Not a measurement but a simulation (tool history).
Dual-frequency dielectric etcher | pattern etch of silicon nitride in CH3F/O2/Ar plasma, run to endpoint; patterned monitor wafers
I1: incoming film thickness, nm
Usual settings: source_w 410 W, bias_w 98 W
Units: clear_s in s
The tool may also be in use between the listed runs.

{"run": 1, "day": 0.0, "source_w": 410, "bias_w": 98, "I1": 20.47, "clear_s": 25.4}
{"run": 2, "day": 4.096, "source_w": 410, "bias_w": 98, "I1": 20.52, "clear_s": 25.8}
{"run": 3, "day": 5.621, "source_w": 410, "bias_w": 98, "I1": 20.21, "clear_s": 25.4}
{"day": 8.425, "done": "wet clean of the chamber"}
{"run": 4, "day": 18.642, "source_w": 450, "bias_w": 98, "I1": 20.43, "clear_s": 23.9}
{"run": 5, "day": 21.275, "source_w": 450, "bias_w": 98, "I1": 20.35, "clear_s": 23.9}
{"run": 6, "day": 25.592, "source_w": 410, "bias_w": 98, "I1": 20.27, "clear_s": 25.1}
{"run": 7, "day": 30.029, "source_w": 410, "bias_w": 98, "I1": 20.37, "clear_s": 25.4}
{"run": 8, "day": 33.712, "source_w": 410, "bias_w": 98, "I1": 20.57, "clear_s": 25.9}
{"day": 37.975, "done": "wet clean of the chamber"}
{"run": 9, "day": 37.996, "source_w": 410, "bias_w": 85, "I1": 20.44, "clear_s": 26.1}
{"run": 10, "day": 41.138, "source_w": 410, "bias_w": 85, "I1": 20.31, "clear_s": 26.2}
{"run": 11, "day": 43.204, "source_w": 410, "bias_w": 85, "I1": 20.35, "clear_s": 26.3}
{"run": 12, "day": 47.183, "source_w": 410, "bias_w": 107, "I1": 20.32, "clear_s": 24.2}
{"run": 13, "day": 49.062, "source_w": 410, "bias_w": 107, "I1": 20.46, "clear_s": 24.4}
{"run": 14, "day": 50.721, "source_w": 410, "bias_w": 107, "I1": 20.4, "clear_s": 24.4}
{"run": 15, "day": 54.371, "source_w": 410, "bias_w": 98, "I1": 20.32, "clear_s": 25.5}
{"run": 16, "day": 55.975, "source_w": 340, "bias_w": 120, "I1": 20.51, "clear_s": 26.8}
{"run": 17, "day": 58.629, "source_w": 510, "bias_w": 110, "I1": 20.59, "clear_s": 22.0}
{"run": 18, "day": 62.388, "source_w": 510, "bias_w": 110, "I1": 20.31, "clear_s": 21.5}
{"day": 63.608, "done": "source power generator calibrated"}
{"run": 19, "day": 64.612, "source_w": 410, "bias_w": 86, "I1": 20.48, "clear_s": 27.2}
{"day": 66.583, "done": "wet clean of the chamber"}
{"run": 20, "day": 66.604, "source_w": 330, "bias_w": 122, "I1": 20.45, "clear_s": 26.0}
{"run": 21, "day": 69.342, "source_w": 480, "bias_w": 121, "I1": 20.54, "clear_s": 21.3}
{"run": 22, "day": 72.783, "source_w": 410, "bias_w": 120, "I1": 20.28, "clear_s": 23.0}
{"run": 23, "day": 76.079, "source_w": 410, "bias_w": 98, "I1": 20.27, "clear_s": 24.7}
{"run": 24, "day": 78.596, "source_w": 410, "bias_w": 98, "I1": 20.5, "clear_s": 25.5}
{"day": 81.088, "done": "upper electrode replaced"}
{"day": 81.217, "done": "bias power generator calibrated"}
{"run": 25, "day": 81.238, "source_w": 370, "bias_w": 87, "I1": 20.32, "clear_s": 28.0}
{"run": 26, "day": 85.167, "source_w": 410, "bias_w": 98, "I1": 20.03, "clear_s": 25.0}
{"run": 27, "day": 88.6, "source_w": 410, "bias_w": 98, "I1": 20.37, "clear_s": 25.4}
{"day": 91.554, "done": "wet clean of the chamber"}
{"run": 28, "day": 92.729, "source_w": 470, "bias_w": 78, "I1": 20.22, "clear_s": 24.6}
{"run": 29, "day": 95.796, "source_w": 450, "bias_w": 106, "I1": 20.19, "clear_s": 22.6}
{"run": 30, "day": 97.512, "source_w": 350, "bias_w": 82, "I1": 20.48, "clear_s": 29.5}
{"run": 31, "day": 99.842, "source_w": 340, "bias_w": 85, "I1": 20.45, "clear_s": 29.8}
{"run": 32, "day": 106.004, "source_w": 410, "bias_w": 98, "I1": 20.36, "clear_s": 25.3}
{"run": 33, "day": 107.675, "source_w": 460, "bias_w": 87, "I1": 20.62, "clear_s": 25.2}
{"run": 34, "day": 111.804, "source_w": 410, "bias_w": 84, "I1": 20.29, "clear_s": 26.9}
{"run": 35, "day": 114.712, "source_w": 470, "bias_w": 119, "I1": 20.45, "clear_s": 22.3}

Forecast each of these 4 alternatives for the next run:
{"run": "A", "day": 114.729, "source_w": 410, "bias_w": 112, "I1": 20.48, "clear_s": "?"}
{"run": "B", "day": 114.729, "source_w": 370, "bias_w": 114, "I1": 20.48, "clear_s": "?"}
{"run": "C", "day": 114.729, "source_w": 410, "bias_w": 89, "I1": 20.48, "clear_s": "?"}
{"run": "D", "day": 114.729, "source_w": 460, "bias_w": 116, "I1": 20.48, "clear_s": "?"}

run=A clear_s=24.4
run=B clear_s=25.8
run=C clear_s=26.5
run=D clear_s=22.6
Without the tool's hidden state the same runs would have given:
run=A clear_s=23.5
run=B clear_s=24.8
run=C clear_s=25.5
run=D clear_s=21.7
